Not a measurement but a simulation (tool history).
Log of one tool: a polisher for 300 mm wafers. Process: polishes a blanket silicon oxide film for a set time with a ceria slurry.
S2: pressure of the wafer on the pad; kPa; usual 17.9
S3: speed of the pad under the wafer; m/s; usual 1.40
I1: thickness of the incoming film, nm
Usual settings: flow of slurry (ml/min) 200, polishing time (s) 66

{"run": 1, "day": 0.0, "flow of slurry (ml/min)": 200, "S2": 17.9, "S3": 1.4, "polishing time (s)": 66, "I1": 1028.6, "film removed (nm)": 300.9}
{"run": 2, "day": 0.596, "flow of slurry (ml/min)": 200, "S2": 17.9, "S3": 1.4, "polishing time (s)": 66, "I1": 1022.4, "film removed (nm)": 297.0}
{"run": 3, "day": 0.954, "flow of slurry (ml/min)": 180, "S2": 17.9, "S3": 1.4, "polishing time (s)": 66, "I1": 1034.3, "film removed (nm)": 300.1}
{"run": 4, "day": 1.696, "flow of slurry (ml/min)": 200, "S2": 17.9, "S3": 1.4, "polishing time (s)": 66, "I1": 1033.4, "film removed (nm)": 300.3}
{"run": 5, "day": 2.275, "flow of slurry (ml/min)": 200, "S2": 17.9, "S3": 1.4, "polishing time (s)": 66, "I1": 1028.6, "film removed (nm)": 310.4}
{"day": 2.95, "done": "worn pad replaced by a new one"}
{"run": 6, "day": 3.904, "flow of slurry (ml/min)": 200, "S2": 17.9, "S3": 1.4, "polishing time (s)": 66, "I1": 1033.2, "film removed (nm)": 288.3}
{"run": 7, "day": 4.492, "flow of slurry (ml/min)": 200, "S2": 17.9, "S3": 1.4, "polishing time (s)": 66, "I1": 1038.3, "film removed (nm)": 290.7}
{"run": 8, "day": 4.792, "flow of slurry (ml/min)": 200, "S2": 17.9, "S3": 1.4, "polishing time (s)": 66, "I1": 1021.2, "film removed (nm)": 295.9}
{"run": 9, "day": 5.167, "flow of slurry (ml/min)": 200, "S2": 17.9, "S3": 1.4, "polishing time (s)": 66, "I1": 1023.0, "film removed (nm)": 294.3}
{"run": 10, "day": 5.896, "flow of slurry (ml/min)": 200, "S2": 17.9, "S3": 1.4, "polishing time (s)": 66, "I1": 1026.0, "film removed (nm)": 291.6}
{"day": 7.992, "done": "worn pad replaced by a new one"}
{"run": 11, "day": 8.012, "flow of slurry (ml/min)": 200, "S2": 17.9, "S3": 1.4, "polishing time (s)": 66, "I1": 1036.7, "film removed (nm)": 294.3}
{"run": 12, "day": 8.429, "flow of slurry (ml/min)": 200, "S2": 17.9, "S3": 1.4, "polishing time (s)": 66, "I1": 1033.7, "film removed (nm)": 291.0}
{"run": 13, "day": 9.067, "flow of slurry (ml/min)": 200, "S2": 17.9, "S3": 1.4, "polishing time (s)": 66, "I1": 1026.3, "film removed (nm)": 292.0}
{"run": 14, "day": 9.325, "flow of slurry (ml/min)": 200, "S2": 17.9, "S3": 1.4, "polishing time (s)": 66, "I1": 1042.7, "film removed (nm)": 290.8}
{"run": 15, "day": 9.858, "flow of slurry (ml/min)": 200, "S2": 17.9, "S3": 1.4, "polishing time (s)": 56, "I1": 1035.8, "film removed (nm)": 242.9}
{"day": 10.054, "done": "slurry nozzle cleaned"}
{"run": 16, "day": 10.258, "flow of slurry (ml/min)": 255, "S2": 17.9, "S3": 1.84, "polishing time (s)": 87, "I1": 1023.1, "film removed (nm)": 519.7}
{"run": 17, "day": 10.717, "flow of slurry (ml/min)": 200, "S2": 17.9, "S3": 1.4, "polishing time (s)": 66, "I1": 1045.3, "film removed (nm)": 283.8}
{"run": 18, "day": 11.396, "flow of slurry (ml/min)": 200, "S2": 17.9, "S3": 1.4, "polishing time (s)": 66, "I1": 1031.2, "film removed (nm)": 294.2}
{"run": 19, "day": 12.092, "flow of slurry (ml/min)": 200, "S2": 17.9, "S3": 1.4, "polishing time (s)": 82, "I1": 1045.0, "film removed (nm)": 369.1}
{"run": 20, "day": 12.571, "flow of slurry (ml/min)": 200, "S2": 17.9, "S3": 1.4, "polishing time (s)": 66, "I1": 1044.6, "film removed (nm)": 292.7}
{"run": 21, "day": 12.871, "flow of slurry (ml/min)": 200, "S2": 13.1, "S3": 1.4, "polishing time (s)": 82, "I1": 1014.4, "film removed (nm)": 273.6}
{"day": 13.562, "done": "head pressure recalibrated"}
{"run": 22, "day": 13.583, "flow of slurry (ml/min)": 135, "S2": 22.8, "S3": 1.08, "polishing time (s)": 81, "I1": 1046.8, "film removed (nm)": 356.7}
{"day": 14.142, "done": "worn pad replaced by a new one"}
{"run": 23, "day": 14.179, "flow of slurry (ml/min)": 200, "S2": 17.9, "S3": 1.4, "polishing time (s)": 66, "I1": 1019.8, "film removed (nm)": 319.0}
{"run": 24, "day": 14.742, "flow of slurry (ml/min)": 200, "S2": 17.9, "S3": 1.66, "polishing time (s)": 66, "I1": 1031.8, "film removed (nm)": 380.9}
{"run": 25, "day": 15.408, "flow of slurry (ml/min)": 265, "S2": 17.9, "S3": 1.08, "polishing time (s)": 66, "I1": 1045.4, "film removed (nm)": 257.8}
{"run": 26, "day": 16.133, "flow of slurry (ml/min)": 200, "S2": 20.7, "S3": 1.4, "polishing time (s)": 66, "I1": 1034.4, "film removed (nm)": 371.0}
{"run": 27, "day": 16.721, "flow of slurry (ml/min)": 200, "S2": 17.9, "S3": 1.4, "polishing time (s)": 66, "I1": 1036.6, "film removed (nm)": 320.3}
{"run": 28, "day": 17.196, "flow of slurry (ml/min)": 200, "S2": 17.9, "S3": 1.4, "polishing time (s)": 66, "I1": 1016.2, "film removed (nm)": 325.7}
{"run": 29, "day": 19.208, "flow of slurry (ml/min)": 240, "S2": 17.9, "S3": 1.76, "polishing time (s)": 66, "I1": 1026.3, "film removed (nm)": 409.0}
{"day": 19.979, "done": "worn pad replaced by a new one"}
{"run": 30, "day": 20.0, "flow of slurry (ml/min)": 200, "S2": 17.9, "S3": 1.4, "polishing time (s)": 79, "I1": 1035.0, "film removed (nm)": 381.6}
{"run": 31, "day": 20.596, "flow of slurry (ml/min)": 200, "S2": 15.2, "S3": 1.4, "polishing time (s)": 66, "I1": 1021.6, "film removed (nm)": 273.7}
{"run": 32, "day": 20.979, "flow of slurry (ml/min)": 200, "S2": 13.1, "S3": 1.4, "polishing time (s)": 54, "I1": 1041.5, "film removed (nm)": 208.1}
{"run": 33, "day": 21.721, "flow of slurry (ml/min)": 245, "S2": 17.9, "S3": 1.4, "polishing time (s)": 66, "I1": 1035.8, "film removed (nm)": 331.9}
{"run": 34, "day": 22.096, "flow of slurry (ml/min)": 200, "S2": 17.9, "S3": 1.4, "polishing time (s)": 83, "I1": 1023.0, "film removed (nm)": 405.2}
{"run": 35, "day": 22.375, "flow of slurry (ml/min)": 245, "S2": 22.8, "S3": 1.4, "polishing time (s)": 75, "I1": 1041.5, "film removed (nm)": 462.1}
{"run": 36, "day": 22.754, "flow of slurry (ml/min)": 160, "S2": 15.9, "S3": 1.08, "polishing time (s)": 50, "I1": 1041.2, "film removed (nm)": 163.2}
{"run": 37, "day": 23.179, "flow of slurry (ml/min)": 255, "S2": 17.9, "S3": 1.84, "polishing time (s)": 87, "I1": 1037.3, "film removed (nm)": 568.3}

The same runs without the tool's hidden state, with the same run-to-run variation:
The hidden state here: removal rate lost through wear of the pad, %; slurry flow missing at the pad, %; deviation of the head's pressure from its setpoint, %.
run=1 film_removed_(nm)=319.9
run=2 film_removed_(nm)=316.4
run=3 film_removed_(nm)=320.2
run=4 film_removed_(nm)=321.3
run=5 film_removed_(nm)=332.7
run=6 film_removed_(nm)=311.0
run=7 film_removed_(nm)=314.2
run=8 film_removed_(nm)=320.3
run=9 film_removed_(nm)=319.0
run=10 film_removed_(nm)=317.1
run=11 film_removed_(nm)=322.8
run=12 film_removed_(nm)=319.8
run=13 film_removed_(nm)=321.7
run=14 film_removed_(nm)=320.8
run=15 film_removed_(nm)=268.6
run=16 film_removed_(nm)=575.7
run=17 film_removed_(nm)=315.1
run=18 film_removed_(nm)=327.6
run=19 film_removed_(nm)=412.4
run=20 film_removed_(nm)=327.8
run=21 film_removed_(nm)=306.8
run=22 film_removed_(nm)=356.5
run=23 film_removed_(nm)=318.8
run=24 film_removed_(nm)=380.6
run=25 film_removed_(nm)=257.7
run=26 film_removed_(nm)=370.9
run=27 film_removed_(nm)=320.2
run=28 film_removed_(nm)=325.7
run=29 film_removed_(nm)=409.2
run=30 film_removed_(nm)=382.0
run=31 film_removed_(nm)=274.0
run=32 film_removed_(nm)=208.4
run=33 film_removed_(nm)=332.5
run=34 film_removed_(nm)=406.1
run=35 film_removed_(nm)=463.2
run=36 film_removed_(nm)=163.7
run=37 film_removed_(nm)=570.0

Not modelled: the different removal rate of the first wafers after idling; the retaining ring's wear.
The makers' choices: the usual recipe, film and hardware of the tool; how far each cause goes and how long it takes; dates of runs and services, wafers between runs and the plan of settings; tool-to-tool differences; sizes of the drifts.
